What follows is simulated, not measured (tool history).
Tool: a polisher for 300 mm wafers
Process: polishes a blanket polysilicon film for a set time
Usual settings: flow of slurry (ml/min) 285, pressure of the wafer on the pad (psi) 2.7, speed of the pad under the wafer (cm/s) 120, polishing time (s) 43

run,hour,flow of slurry (ml/min),pressure of the wafer on the pad (psi),speed of the pad under the wafer (cm/s),polishing time (s),wafers since the last listed run,wafers polished on this pad,hours since the slurry nozzle was cleaned,hours since the head pressure was calibrated,"incoming thickness of the incoming film, nm",film removed (Å)
1,0,285,2.7,120,43,0,6989,586.1,192.3,1751,4323
# hour 40.9: worn pad replaced by a new one
# hour 52.3: slurry nozzle cleaned
2,92.6,285,2.7,120,43,840,487,40.3,284.9,1727.3,4374
3,180.4,285,2.7,120,43,842,1330,128.1,372.7,1753.6,4337
4,280.9,285,2.7,120,43,964,2294,228.6,473.2,1735.9,4404
5,378.7,285,2.7,120,43,938,3233,326.4,571,1767.6,4367
6,452.1,285,2,120,43,704,3938,399.8,644.4,1764.3,3304
# hour 494.9: head pressure recalibrated
7,529.3,285,2,120,43,721,4660,477,34.4,1749,3297
8,571.2,285,2,120,43,402,5062,518.9,76.3,1731.7,3292
9,679,285,2.7,120,35,1034,6097,626.7,184.1,1746.8,3577
# hour 719.5: slurry nozzle cleaned
10,764.1,285,2.7,120,35,807,6904,44.6,269.2,1761.9,3542
# hour 794.1: worn pad replaced by a new one
11,864.4,285,2.7,120,35,924,674,144.9,369.5,1755.5,3547
12,943.8,285,2.7,120,43,762,1436,224.3,448.9,1747.8,4365
13,1048.8,285,2.7,120,43,1007,2444,329.3,553.9,1753.4,4379
14,1128,285,2.7,120,43,760,3205,408.5,633.1,1760.7,4350
15,1233.9,285,2.7,120,43,1016,4221,514.4,739,1758.8,4406
16,1300.5,285,2.7,120,43,639,4861,581,805.6,1793,4393
# hour 1321.4: head pressure recalibrated
17,1339.6,185,3.4,120,55,356,5217,620.1,18.2,1745.5,6662
18,1415.1,285,2.7,120,43,724,5942,695.6,93.7,1754.5,4402
# hour 1420.6: worn pad replaced by a new one
# hour 1437.7: slurry nozzle cleaned
19,1467.3,285,2.7,120,43,453,439,29.6,145.9,1758.4,4317
20,1545.8,285,2.7,120,43,753,1192,108.1,224.4,1781.1,4324
21,1639.9,285,3.2,102,51,903,2096,202.2,318.5,1751.3,5173
22,1744.6,205,2.1,136,36,1005,3101,306.9,423.2,1736.6,3201
23,1826.9,285,2.7,120,43,790,3891,389.2,505.5,1747.6,4332
24,1880.3,285,2.7,120,43,512,4403,442.6,558.9,1734.7,4356
25,1946.3,285,3.5,120,31,633,5037,508.6,624.9,1798.2,4067
# hour 2023.1: worn pad replaced by a new one
26,2032.9,360,2.7,120,43,792,93,595.2,711.5,1758.2,4407
# hour 2036.7: head pressure recalibrated
27,2109.4,285,2.7,160,55,715,808,671.7,72.7,1764.4,7390
28,2207.8,285,2.7,120,43,944,1753,770.1,171.1,1772.5,4387
# hour 2216.1: slurry nozzle cleaned
29,2309.8,375,1.8,142,43,969,2723,93.7,273.1,1743.1,3548
30,2389.4,285,1.9,106,34,764,3487,173.3,352.7,1738,2164
31,2470.6,365,2,154,55,779,4266,254.5,433.9,1787.9,5481
32,2525.1,195,2.7,120,54,523,4789,309,488.4,1771.9,5274
33,2584.3,285,1.8,154,43,568,5358,368.2,547.6,1755.8,3879
34,2663,355,2.7,144,43,755,6113,446.9,626.3,1758.9,5271
# hour 2695.4: worn pad replaced by a new one
35,2702.3,285,2.7,120,43,338,66,486.2,665.6,1772.2,4355
# hour 2732.3: head pressure recalibrated
36,2750.4,285,3.3,120,43,442,508,534.3,18.1,1762.2,5187
37,2814.5,200,2.7,154,30,615,1123,598.4,82.2,1793.1,3750
38,2852.3,330,3.3,86,52,362,1486,636.2,120,1760,4554

Forecast each of these 3 alternatives for the next run:
A,2852.7,285,2.7,120,55,3,1490,636.6,120.4,1759.5,?
B,2852.7,245,2.7,80,34,3,1490,636.6,120.4,1759.5,?
C,2852.7,215,2.7,120,43,3,1490,636.6,120.4,1759.5,?

run,film removed (Å)
A,5585
B,2274
C,4267
Without the tool's hidden state the same runs would have given:
run,film removed (Å)
A,5585
B,2274
C,4267

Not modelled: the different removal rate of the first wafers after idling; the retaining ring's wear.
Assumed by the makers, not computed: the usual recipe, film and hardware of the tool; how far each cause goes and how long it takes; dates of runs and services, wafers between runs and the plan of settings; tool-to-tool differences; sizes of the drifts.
